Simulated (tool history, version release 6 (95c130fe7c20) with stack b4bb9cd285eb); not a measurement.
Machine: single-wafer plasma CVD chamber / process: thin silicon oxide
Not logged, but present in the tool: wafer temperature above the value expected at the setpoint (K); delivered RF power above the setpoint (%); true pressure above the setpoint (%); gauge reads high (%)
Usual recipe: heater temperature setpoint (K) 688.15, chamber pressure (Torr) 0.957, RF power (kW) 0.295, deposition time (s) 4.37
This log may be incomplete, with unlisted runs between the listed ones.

run   hour  heater temperature setpoint (K)  chamber pressure (Torr)  RF power (kW)  deposition time (s)  wafers since the last listed run  hours since the last thermocouple change  hours since the last RF generator calibration  hours since the last manometer calibration  hours since the showerhead was replaced  hours since the gauge calibration  read-back reference wafer on the same gauge, thickness_nm  mean film thickness on the monitor wafer (angstrom)
  1      0                           688.15                    1.132          0.295                 4.37                                 0                                     908.9                                          425.3                                         672                                     4340                              578.5                                                       8.09                                               101.72
  2  145.2                           688.15                    1.132          0.295                 4.37                              5998                                    1054.1                                          570.5                                       817.2                                   4485.2                              723.7                                                      8.081                                               101.09
     293.7  -- capacitance manometer re-zeroed and calibrated
  3  351.9                           688.15                    1.132          0.295                 4.37                              8209                                    1260.8                                          777.2                                        58.2                                   4691.9                              930.4                                                      8.096                                               100.33
     383.2  -- gauge calibrated
  4  414.6                           688.15                    0.957          0.295                 4.37                              2590                                    1323.5                                          839.9                                       120.9                                   4754.6                               31.4                                                      8.089                                                88.04
  5  445.7                           688.15                    0.957           0.33                 4.37                              1284                                    1354.6                                            871                                         152                                   4785.7                               62.5                                                       8.09                                                92.44
     471.8  -- RF generator calibrated
  6  513.2                           688.15                    0.957          0.295                 4.37                              2458                                    1422.1                                           41.4                                       219.5                                   4853.2                                130                                                      8.092                                                90.23
     568.4  -- thermocouple changed; heater temperature recalibrated
  7  584.5                           684.15                    0.898          0.295                 4.37                              2615                                      16.1                                          112.7                                       290.8                                   4924.5                              201.3                                                      8.094                                                86.11
     613.1  -- showerhead replaced
  8  617.8                           696.15                    0.881           0.32                  4.6                              1045                                      49.4                                            146                                       324.1                                      4.7                              234.6                                                      8.086                                                91.49
  9  671.3                           680.15                    1.149          0.255                 5.18                              2210                                     102.9                                          199.5                                       377.6                                     58.2                              288.1                                                      8.079                                               117.27
 10  735.3                           693.15                    1.019           0.33                 4.37                              2644                                     166.9                                          263.5                                       441.6                                    122.2                              352.1                                                      8.097                                                98.21
 11  805.1                           688.15                    1.132          0.295                 4.37                              2883                                     236.7                                          333.3                                       511.4                                      192                              421.9                                                      8.084                                               101.62
 12  845.6                           688.15                    0.957          0.295                 4.37                              1673                                     277.2                                          373.8                                       551.9                                    232.5                              462.4                                                      8.089                                                 90.3
 13  879.4                           688.15                    0.957          0.315                 3.54                              1396                                       311                                          407.6                                       585.7                                    266.3                              496.2                                                      8.088                                                73.99
 14  911.9                           688.15                    0.957          0.295                  3.9                              1342                                     343.5                                          440.1                                       618.2                                    298.8                              528.7                                                      8.086                                                81.17

Here are 4 independent what-if runs from the current tool condition. What would each one return?
  A  912.3                           688.15                    0.957          0.295                 4.37                                16                                     343.9                                          440.5                                       618.6                                    299.2                              529.1                                                          ?                                                    ?
  B  912.3                           700.15                    0.818          0.345                 4.64                                16                                     343.9                                          440.5                                       618.6                                    299.2                              529.1                                                          ?                                                    ?
  C  912.3                           675.15                    0.783          0.295                 5.02                                16                                     343.9                                          440.5                                       618.6                                    299.2                              529.1                                                          ?                                                    ?
  D  912.3                           688.15                    0.957           0.27                 4.37                                16                                     343.9                                          440.5                                       618.6                                    299.2                              529.1                                                          ?                                                    ?

run  read-back reference wafer on the same gauge, thickness_nm  mean film thickness on the monitor wafer (angstrom)
  A                                                      8.089                                                90.96
  B                                                      8.089                                                87.52
  C                                                      8.089                                                 87.7
  D                                                      8.089                                                88.43
The same runs, with their run-to-run variation unchanged, on a tool lacking any hidden condition would have given:
run  mean film thickness on the monitor wafer (angstrom)
  A                                                91.29
  B                                                87.59
  C                                                87.85
  D                                                88.82

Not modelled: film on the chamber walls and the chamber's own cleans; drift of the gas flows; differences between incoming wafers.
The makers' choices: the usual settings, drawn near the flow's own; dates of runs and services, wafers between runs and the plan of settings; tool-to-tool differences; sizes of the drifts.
